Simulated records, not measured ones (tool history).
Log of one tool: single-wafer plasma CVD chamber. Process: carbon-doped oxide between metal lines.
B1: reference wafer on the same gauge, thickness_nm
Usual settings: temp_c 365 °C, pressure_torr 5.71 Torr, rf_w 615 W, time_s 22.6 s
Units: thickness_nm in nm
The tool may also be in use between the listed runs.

{"run": 1, "hour": 0.0, "temp_c": 365, "pressure_torr": 5.71, "rf_w": 615, "time_s": 22.6, "B1": 150.987, "thickness_nm": 129.933}
{"run": 2, "hour": 68.8, "temp_c": 365, "pressure_torr": 6.01, "rf_w": 615, "time_s": 22.6, "B1": 150.992, "thickness_nm": 131.061}
{"run": 3, "hour": 174.5, "temp_c": 354, "pressure_torr": 5.07, "rf_w": 615, "time_s": 22.6, "B1": 150.926, "thickness_nm": 131.617}
{"run": 4, "hour": 238.8, "temp_c": 365, "pressure_torr": 5.71, "rf_w": 550, "time_s": 22.6, "B1": 151.095, "thickness_nm": 119.658}
{"run": 5, "hour": 302.5, "temp_c": 365, "pressure_torr": 5.71, "rf_w": 550, "time_s": 22.6, "B1": 150.892, "thickness_nm": 120.286}
{"run": 6, "hour": 345.0, "temp_c": 365, "pressure_torr": 5.71, "rf_w": 550, "time_s": 22.6, "B1": 150.86, "thickness_nm": 120.972}
{"hour": 366.2, "done": "thermocouple changed; heater temperature recalibrated"}
{"hour": 369.1, "done": "RF generator calibrated"}
{"run": 7, "hour": 373.6, "temp_c": 365, "pressure_torr": 5.71, "rf_w": 615, "time_s": 22.6, "B1": 150.943, "thickness_nm": 125.994}
{"run": 8, "hour": 405.3, "temp_c": 365, "pressure_torr": 5.71, "rf_w": 615, "time_s": 22.6, "B1": 150.973, "thickness_nm": 125.38}
{"run": 9, "hour": 470.0, "temp_c": 365, "pressure_torr": 5.71, "rf_w": 615, "time_s": 22.6, "B1": 150.914, "thickness_nm": 124.832}
{"hour": 474.2, "done": "gauge calibrated"}
{"hour": 479.2, "done": "capacitance manometer re-zeroed and calibrated"}
{"run": 10, "hour": 516.1, "temp_c": 365, "pressure_torr": 5.71, "rf_w": 615, "time_s": 22.6, "B1": 150.89, "thickness_nm": 124.178}
{"hour": 566.6, "done": "RF generator calibrated, repeated, since the last time left the tool worse"}
{"run": 11, "hour": 574.2, "temp_c": 365, "pressure_torr": 5.71, "rf_w": 615, "time_s": 22.6, "B1": 150.971, "thickness_nm": 133.742}
{"run": 12, "hour": 609.2, "temp_c": 354, "pressure_torr": 5.07, "rf_w": 615, "time_s": 22.6, "B1": 151.076, "thickness_nm": 134.238}
{"run": 13, "hour": 676.8, "temp_c": 365, "pressure_torr": 5.71, "rf_w": 510, "time_s": 22.6, "B1": 151.027, "thickness_nm": 115.77}
{"run": 14, "hour": 702.4, "temp_c": 377, "pressure_torr": 5.71, "rf_w": 660, "time_s": 22.6, "B1": 151.18, "thickness_nm": 136.578}
{"run": 15, "hour": 742.4, "temp_c": 376, "pressure_torr": 5.71, "rf_w": 615, "time_s": 22.6, "B1": 151.18, "thickness_nm": 129.167}
{"run": 16, "hour": 775.6, "temp_c": 354, "pressure_torr": 6.56, "rf_w": 525, "time_s": 18.5, "B1": 150.995, "thickness_nm": 100.654}
{"run": 17, "hour": 800.3, "temp_c": 365, "pressure_torr": 6.01, "rf_w": 615, "time_s": 22.6, "B1": 151.145, "thickness_nm": 133.556}
{"hour": 837.9, "done": "showerhead replaced"}
{"run": 18, "hour": 847.8, "temp_c": 377, "pressure_torr": 5.71, "rf_w": 615, "time_s": 22.6, "B1": 150.957, "thickness_nm": 127.411}
{"run": 19, "hour": 905.3, "temp_c": 377, "pressure_torr": 5.71, "rf_w": 725, "time_s": 24.9, "B1": 151.045, "thickness_nm": 157.306}
{"run": 20, "hour": 948.5, "temp_c": 350, "pressure_torr": 5.71, "rf_w": 525, "time_s": 25.5, "B1": 150.763, "thickness_nm": 136.162}
{"run": 21, "hour": 1012.3, "temp_c": 365, "pressure_torr": 5.71, "rf_w": 690, "time_s": 22.6, "B1": 150.904, "thickness_nm": 141.451}
{"run": 22, "hour": 1046.2, "temp_c": 373, "pressure_torr": 6.39, "rf_w": 615, "time_s": 25.9, "B1": 151.025, "thickness_nm": 149.547}
{"run": 23, "hour": 1102.5, "temp_c": 379, "pressure_torr": 7.12, "rf_w": 615, "time_s": 22.6, "B1": 151.075, "thickness_nm": 130.127}

The tool's hidden state at each run:
wafer temperature above the value expected at the setpoint (K): 0 in every run
true pressure above the setpoint (%): 0 in every run
gauge reads high (%): 0 in every run
H1: delivered RF power above the setpoint (%)
run=1 H1=-4.48
run=2 H1=-4.58
run=3 H1=-4.71
run=4 H1=-4.77
run=5 H1=-4.82
run=6 H1=-4.85
run=7 H1=-8.57
run=8 H1=-8.95
run=9 H1=-9.63
run=10 H1=-10
run=11 H1=-0.653
run=12 H1=-1.07
run=13 H1=-1.77
run=14 H1=-2
run=15 H1=-2.33
run=16 H1=-2.57
run=17 H1=-2.74
run=18 H1=-3.03
run=19 H1=-3.34
run=20 H1=-3.54
run=21 H1=-3.79
run=22 H1=-3.91
run=23 H1=-4.08
